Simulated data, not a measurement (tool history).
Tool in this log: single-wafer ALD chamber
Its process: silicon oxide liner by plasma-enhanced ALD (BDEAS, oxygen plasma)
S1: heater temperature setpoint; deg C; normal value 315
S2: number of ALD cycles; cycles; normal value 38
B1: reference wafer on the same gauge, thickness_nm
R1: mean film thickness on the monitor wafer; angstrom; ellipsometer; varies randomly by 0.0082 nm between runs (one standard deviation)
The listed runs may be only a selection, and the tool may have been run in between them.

{"run": 1, "day": 0.0, "S1": 319, "S2": 38, "B1": 3.01, "R1": 32.84}
{"run": 2, "day": 2.775, "S1": 315, "S2": 38, "B1": 3.011, "R1": 33.05}
{"run": 3, "day": 4.558, "S1": 309, "S2": 38, "B1": 3.01, "R1": 33.36}
{"run": 4, "day": 6.575, "S1": 309, "S2": 38, "B1": 3.01, "R1": 33.4}
{"run": 5, "day": 10.283, "S1": 306, "S2": 40, "B1": 3.01, "R1": 35.39}
{"run": 6, "day": 13.638, "S1": 306, "S2": 40, "B1": 3.011, "R1": 35.31}
{"run": 7, "day": 16.692, "S1": 306, "S2": 40, "B1": 3.008, "R1": 35.12}
{"run": 8, "day": 19.146, "S1": 315, "S2": 38, "B1": 3.01, "R1": 33.16}
{"run": 9, "day": 20.95, "S1": 315, "S2": 38, "B1": 3.011, "R1": 33.06}
{"run": 10, "day": 24.542, "S1": 315, "S2": 38, "B1": 3.01, "R1": 32.99}
{"run": 11, "day": 28.117, "S1": 315, "S2": 38, "B1": 3.01, "R1": 33.0}
{"day": 31.117, "done": "thermocouple changed; heater temperature recalibrated"}
{"run": 12, "day": 31.983, "S1": 315, "S2": 38, "B1": 3.01, "R1": 32.84}
{"run": 13, "day": 36.271, "S1": 303, "S2": 43, "B1": 3.01, "R1": 37.82}
{"run": 14, "day": 39.346, "S1": 303, "S2": 43, "B1": 3.009, "R1": 38.02}
{"run": 15, "day": 43.042, "S1": 315, "S2": 38, "B1": 3.009, "R1": 33.12}
{"run": 16, "day": 46.762, "S1": 315, "S2": 38, "B1": 3.008, "R1": 33.24}
{"run": 17, "day": 50.742, "S1": 315, "S2": 38, "B1": 3.009, "R1": 33.1}
{"day": 53.496, "done": "gauge calibrated"}
{"run": 18, "day": 56.496, "S1": 315, "S2": 38, "B1": 3.012, "R1": 33.16}
{"run": 19, "day": 58.042, "S1": 326, "S2": 45, "B1": 3.011, "R1": 38.74}
{"run": 20, "day": 62.183, "S1": 320, "S2": 38, "B1": 3.01, "R1": 33.01}
{"run": 21, "day": 66.079, "S1": 310, "S2": 33, "B1": 3.009, "R1": 28.97}
{"run": 22, "day": 69.025, "S1": 303, "S2": 43, "B1": 3.012, "R1": 38.61}
{"run": 23, "day": 73.229, "S1": 329, "S2": 42, "B1": 3.01, "R1": 35.93}
{"run": 24, "day": 75.058, "S1": 324, "S2": 32, "B1": 3.01, "R1": 27.52}
{"run": 25, "day": 77.433, "S1": 319, "S2": 32, "B1": 3.011, "R1": 27.79}
{"run": 26, "day": 80.246, "S1": 315, "S2": 41, "B1": 3.01, "R1": 35.86}
{"run": 27, "day": 82.938, "S1": 324, "S2": 38, "B1": 3.011, "R1": 32.61}
{"day": 83.633, "done": "thermocouple changed; heater temperature recalibrated"}
{"run": 28, "day": 86.112, "S1": 310, "S2": 34, "B1": 3.01, "R1": 29.58}
{"run": 29, "day": 90.275, "S1": 300, "S2": 33, "B1": 3.01, "R1": 29.62}
{"run": 30, "day": 94.671, "S1": 315, "S2": 38, "B1": 3.011, "R1": 33.14}
{"run": 31, "day": 96.45, "S1": 307, "S2": 38, "B1": 3.01, "R1": 33.54}
{"run": 32, "day": 98.112, "S1": 315, "S2": 38, "B1": 3.011, "R1": 33.05}
{"run": 33, "day": 99.825, "S1": 315, "S2": 38, "B1": 3.01, "R1": 33.11}
{"run": 34, "day": 102.192, "S1": 307, "S2": 43, "B1": 3.012, "R1": 37.87}
{"run": 35, "day": 105.304, "S1": 322, "S2": 44, "B1": 3.01, "R1": 38.02}

Here are 3 independent what-if runs from the current tool condition. What would each one return?
{"run": "A", "day": 105.325, "S1": 301, "S2": 38, "B1": "?", "R1": "?"}
{"run": "B", "day": 105.325, "S1": 302, "S2": 31, "B1": "?", "R1": "?"}
{"run": "C", "day": 105.325, "S1": 320, "S2": 36, "B1": "?", "R1": "?"}

run=A B1=3.011 R1=34.13
run=B B1=3.011 R1=27.73
run=C B1=3.011 R1=31.05
What these runs would have given with no unlogged condition in the tool:
run=A R1=33.54
run=B R1=27.30
run=C R1=30.83
